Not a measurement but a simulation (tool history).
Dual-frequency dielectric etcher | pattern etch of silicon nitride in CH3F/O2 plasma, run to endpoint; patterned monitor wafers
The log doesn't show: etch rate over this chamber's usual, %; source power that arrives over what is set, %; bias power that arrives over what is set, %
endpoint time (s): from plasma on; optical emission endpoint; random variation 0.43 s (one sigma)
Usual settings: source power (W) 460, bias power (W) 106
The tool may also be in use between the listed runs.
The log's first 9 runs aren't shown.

run   hour  source power (W)  bias power (W)  wafers since the last listed run  hours since the last wet clean  hours since the last source power generator calibration  hours since the last bias power generator calibration  hours since the last upper electrode change  incoming incoming film thickness, nm  endpoint time (s)
 10  139.9               460              90                                 9                           363.1                                                    128.8                                                   25.1                                          2.3                                  61.1               62.5
 11  155.2               460              90                               108                           378.4                                                    144.1                                                   40.4                                         17.6                                  61.4               63.3
       187  -- wet clean of the chamber
 12  187.5               370             132                                58                             0.5                                                    176.4                                                   72.7                                         49.9                                  61.6               59.7
 13  187.9               570             130                                 2                             0.9                                                    176.8                                                   73.1                                         50.3                                  61.3               51.9
 14  188.3               370             132                                 2                             1.3                                                    177.2                                                   73.5                                         50.7                                  61.5               59.8
 15  197.5               460             106                                65                            10.5                                                    186.4                                                   82.7                                         59.9                                  61.4               59.4
 16  208.8               400              99                                80                            21.8                                                    197.7                                                     94                                         71.2                                    61               63.8
 17  219.9               460             106                                78                            32.9                                                    208.8                                                  105.1                                         82.3                                  61.4               59.4
 18  227.9               510              94                                56                            40.9                                                    216.8                                                  113.1                                         90.3                                  61.4               59.6
 19  238.2               500             125                                72                            51.2                                                    227.1                                                  123.4                                        100.6                                  61.3                 55
 20  249.7               390              95                                81                            62.7                                                    238.6                                                  134.9                                        112.1                                  61.4               66.4
 21  258.6               460              89                                63                            71.6                                                    247.5                                                  143.8                                          121                                  61.6               63.1
 22  267.6               570             106                                63                            80.6                                                    256.5                                                  152.8                                          130                                  61.9               56.2
 23  278.1               460             126                                74                            91.1                                                      267                                                  163.3                                        140.5                                  61.6               55.9
 24  286.7               490              91                                60                            99.7                                                    275.6                                                  171.9                                        149.1                                  61.5               61.5
 25  296.6               460             106                                70                           109.6                                                    285.5                                                  181.8                                          159                                  61.5                 60
 26  304.7               460             106                                57                           117.7                                                    293.6                                                  189.9                                        167.1                                  61.3               59.3
 27  320.8               460             106                               114                           133.8                                                    309.7                                                    206                                        183.2                                  61.8               60.3
 28  331.3               390             125                                74                           144.3                                                    320.2                                                  216.5                                        193.7                                  61.3               59.3
 29    347               550              82                               111                             160                                                    335.9                                                  232.2                                        209.4                                  61.2               61.2
 30  358.8               400              99                                83                           171.8                                                    347.7                                                    244                                        221.2                                  61.5               63.6
 31  407.2               540              84                               342                           220.2                                                    396.1                                                  292.4                                        269.6                                  61.7               60.4

Forecast run 32:
 32   423               460             122                               111                             236                                                    411.9                                                  308.2                                        285.4                                  61.5                  ?

Run 32 gave endpoint time (s) 56.6.
Without the tool's hidden state the same run would have given endpoint time (s) 56.6.
